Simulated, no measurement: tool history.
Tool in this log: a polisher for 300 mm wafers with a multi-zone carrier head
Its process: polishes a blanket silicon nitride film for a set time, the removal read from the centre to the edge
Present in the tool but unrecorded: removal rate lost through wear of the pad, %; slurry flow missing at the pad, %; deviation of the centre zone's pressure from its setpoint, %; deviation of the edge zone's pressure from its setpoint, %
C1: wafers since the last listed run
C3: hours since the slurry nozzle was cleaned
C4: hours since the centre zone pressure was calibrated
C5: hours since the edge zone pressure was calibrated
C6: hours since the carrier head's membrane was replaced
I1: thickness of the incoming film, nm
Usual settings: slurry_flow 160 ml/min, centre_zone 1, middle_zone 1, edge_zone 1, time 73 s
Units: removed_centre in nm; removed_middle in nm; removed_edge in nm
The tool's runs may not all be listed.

Run 1, hour 0: usual settings but slurry_flow 120 ml/min, centre_zone 1.05, time 92 s; C1 0; wafers polished on this pad 1206; C3 303.9; C4 80.7; C5 142.6; C6 469.4; I1 374.6. Result: removed_centre 178 nm, removed_middle 174.6 nm, removed_edge 171.8 nm.
Run 2, hour 99.1: usual settings; C1 846; wafers polished on this pad 2053; C3 403; C4 179.8; C5 241.7; C6 568.5; I1 377.2. Result: removed_centre 141.4 nm, removed_middle 143 nm, removed_edge 138 nm.
Run 3, hour 180.9: usual settings but slurry_flow 125 ml/min, middle_zone 0.91, time 57 s; C1 698; wafers polished on this pad 2752; C3 484.8; C4 261.6; C5 323.5; C6 650.3; I1 367.1. Result: removed_centre 103 nm, removed_middle 99.6 nm, removed_edge 105 nm.
Run 4, hour 285.8: usual settings but edge_zone 0.88, time 89 s; C1 896; wafers polished on this pad 3648; C3 589.7; C4 366.5; C5 428.4; C6 755.2; I1 371.3. Result: removed_centre 165.7 nm, removed_middle 170.8 nm, removed_edge 156.5 nm.
Run 5, hour 355.3: usual settings; C1 593; wafers polished on this pad 4242; C3 659.2; C4 436; C5 497.9; C6 824.7; I1 368.7. Result: removed_centre 136.7 nm, removed_middle 139.8 nm, removed_edge 136.3 nm.
Run 6, hour 394.5: usual settings but slurry_flow 125 ml/min, middle_zone 0.91, time 57 s; C1 334; wafers polished on this pad 4577; C3 698.4; C4 475.2; C5 537.1; C6 863.9; I1 369.6. Result: removed_centre 100.7 nm, removed_middle 96.4 nm, removed_edge 103.3 nm.
Run 7, hour 495: usual settings but slurry_flow 115 ml/min; C1 858; wafers polished on this pad 5436; C3 798.9; C4 575.7; C5 637.6; C6 964.4; I1 368. Result: removed_centre 128.2 nm, removed_middle 130.1 nm, removed_edge 131.3 nm.
At hour 508.5: worn pad replaced by a new one.
Run 8, hour 570.8: usual settings but edge_zone 0.95; C1 613; wafers polished on this pad 532; C3 874.7; C4 651.5; C5 713.4; C6 1040.2; I1 365.9. Result: removed_centre 145.5 nm, removed_middle 145.9 nm, removed_edge 141.8 nm.
At hour 632: slurry nozzle cleaned.
Run 9, hour 662.1: usual settings but centre_zone 1.07, edge_zone 0.97, time 65 s; C1 771; wafers polished on this pad 1304; C3 30.1; C4 742.8; C5 804.7; C6 1131.5; I1 376.6. Result: removed_centre 135.6 nm, removed_middle 128.8 nm, removed_edge 125.5 nm.
Run 10, hour 744: usual settings but centre_zone 1.04; C1 699; wafers polished on this pad 2003; C3 112; C4 824.7; C5 886.6; C6 1213.4; I1 369. Result: removed_centre 145.2 nm, removed_middle 143.7 nm, removed_edge 139.9 nm.
At hour 769.7: centre zone pressure recalibrated.
Run 11, hour 788.3: usual settings but middle_zone 1.07; C1 361; wafers polished on this pad 2365; C3 156.3; C4 18.6; C5 930.9; C6 1257.7; I1 372.8. Result: removed_centre 138.5 nm, removed_middle 149.7 nm, removed_edge 140.4 nm.
Run 12, hour 873.8: usual settings but slurry_flow 185 ml/min, middle_zone 1.05, time 98 s; C1 730; wafers polished on this pad 3095; C3 241.8; C4 104.1; C5 1016.4; C6 1343.2; I1 366.6. Result: removed_centre 188.2 nm, removed_middle 201.2 nm, removed_edge 188 nm.
At hour 950.4: edge zone pressure recalibrated.
Run 13, hour 977.9: usual settings but centre_zone 1.09, edge_zone 0.9, time 63 s; C1 872; wafers polished on this pad 3968; C3 345.9; C4 208.2; C5 27.5; C6 1447.3; I1 371.4. Result: removed_centre 128.8 nm, removed_middle 121 nm, removed_edge 115.9 nm.
Run 14, hour 1042.1: usual settings; C1 548; wafers polished on this pad 4516; C3 410.1; C4 272.4; C5 91.7; C6 1511.5; I1 371. Result: removed_centre 135.6 nm, removed_middle 140.2 nm, removed_edge 139.8 nm.
Run 15, hour 1146.8: usual settings but slurry_flow 200 ml/min, centre_zone 0.94, middle_zone 1.08, time 55 s; C1 894; wafers polished on this pad 5411; C3 514.8; C4 377.1; C5 196.4; C6 1616.2; I1 371.7. Result: removed_centre 100 nm, removed_middle 113.1 nm, removed_edge 104.2 nm.
Run 16, hour 1207.6: usual settings but slurry_flow 215 ml/min, centre_zone 0.89; C1 519; wafers polished on this pad 5931; C3 575.6; C4 437.9; C5 257.2; C6 1677; I1 373.1. Result: removed_centre 125.8 nm, removed_middle 146.1 nm, removed_edge 138.7 nm.
At hour 1218.4: carrier head's membrane replaced by a new one.
At hour 1279.2: worn pad replaced by a new one.
Run 17, hour 1289.9: usual settings but middle_zone 1.12, time 62 s; C1 626; wafers polished on this pad 91; C3 657.9; C4 520.2; C5 339.5; C6 71.5; I1 370. Result: removed_centre 123.7 nm, removed_middle 138.2 nm, removed_edge 124.3 nm.
Run 18, hour 1357.7: usual settings but slurry_flow 125 ml/min, centre_zone 1.12, middle_zone 0.88; C1 579; wafers polished on this pad 670; C3 725.7; C4 588; C5 407.3; C6 139.3; I1 364.4. Result: removed_centre 153.2 nm, removed_middle 126.9 nm, removed_edge 139.1 nm.
At hour 1410.5: slurry nozzle cleaned.
Run 19, hour 1438: usual settings but slurry_flow 105 ml/min, middle_zone 0.89, edge_zone 1.03, time 56 s; C1 677; wafers polished on this pad 1348; C3 27.5; C4 668.3; C5 487.6; C6 219.6; I1 373.2. Result: removed_centre 98.9 nm, removed_middle 93.2 nm, removed_edge 104.5 nm.
Run 20, hour 1503.8: usual settings but slurry_flow 185 ml/min, edge_zone 1.09; C1 562; wafers polished on this pad 1910; C3 93.3; C4 734.1; C5 553.4; C6 285.4; I1 370.6. Result: removed_centre 141.8 nm, removed_middle 147.9 nm, removed_edge 149.5 nm.
Run 21, hour 1599: usual settings but centre_zone 1.08, edge_zone 0.95; C1 813; wafers polished on this pad 2723; C3 188.5; C4 829.3; C5 648.6; C6 380.6; I1 370.9. Result: removed_centre 149.3 nm, removed_middle 141.1 nm, removed_edge 136.5 nm.
At hour 1618.5: centre zone pressure recalibrated.
Run 22, hour 1659.8: usual settings but slurry_flow 195 ml/min, centre_zone 1.03; C1 502; wafers polished on this pad 3226; C3 249.3; C4 41.3; C5 709.4; C6 441.4; I1 368.7. Result: removed_centre 146.1 nm, removed_middle 145.2 nm, removed_edge 139.4 nm.

Some steps in removed_centre between neighbouring runs. How much of each would the tool show without its hidden state too (settings, what came in, random variation), and how much is left for the hidden state, with any gauge scatter that isn't in both results?
Run 3 -> 4: slurry_flow 125 -> 160, middle_zone 0.91 -> 1, edge_zone 1 -> 0.88, time 57 -> 89. removed_centre +62.7 nm: hidden state -5.5, all else +68.2.
Run 7 -> 8: slurry_flow 115 -> 160, edge_zone 1 -> 0.95, worn pad replaced by a new one. removed_centre +17.3 nm: hidden state +7.5, all else +9.8.
Run 12 -> 13: slurry_flow 185 -> 160, centre_zone 1 -> 1.09, middle_zone 1.05 -> 1, edge_zone 1 -> 0.9, time 98 -> 63, edge zone pressure recalibrated. removed_centre -59.4 nm: hidden state +3.2, all else -62.6.
Run 16 -> 17: slurry_flow 215 -> 160, centre_zone 0.89 -> 1, middle_zone 1 -> 1.12, time 73 -> 62, carrier head's membrane replaced by a new one, worn pad replaced by a new one. removed_centre -2.1 nm: hidden state +10.4, all else -12.5.

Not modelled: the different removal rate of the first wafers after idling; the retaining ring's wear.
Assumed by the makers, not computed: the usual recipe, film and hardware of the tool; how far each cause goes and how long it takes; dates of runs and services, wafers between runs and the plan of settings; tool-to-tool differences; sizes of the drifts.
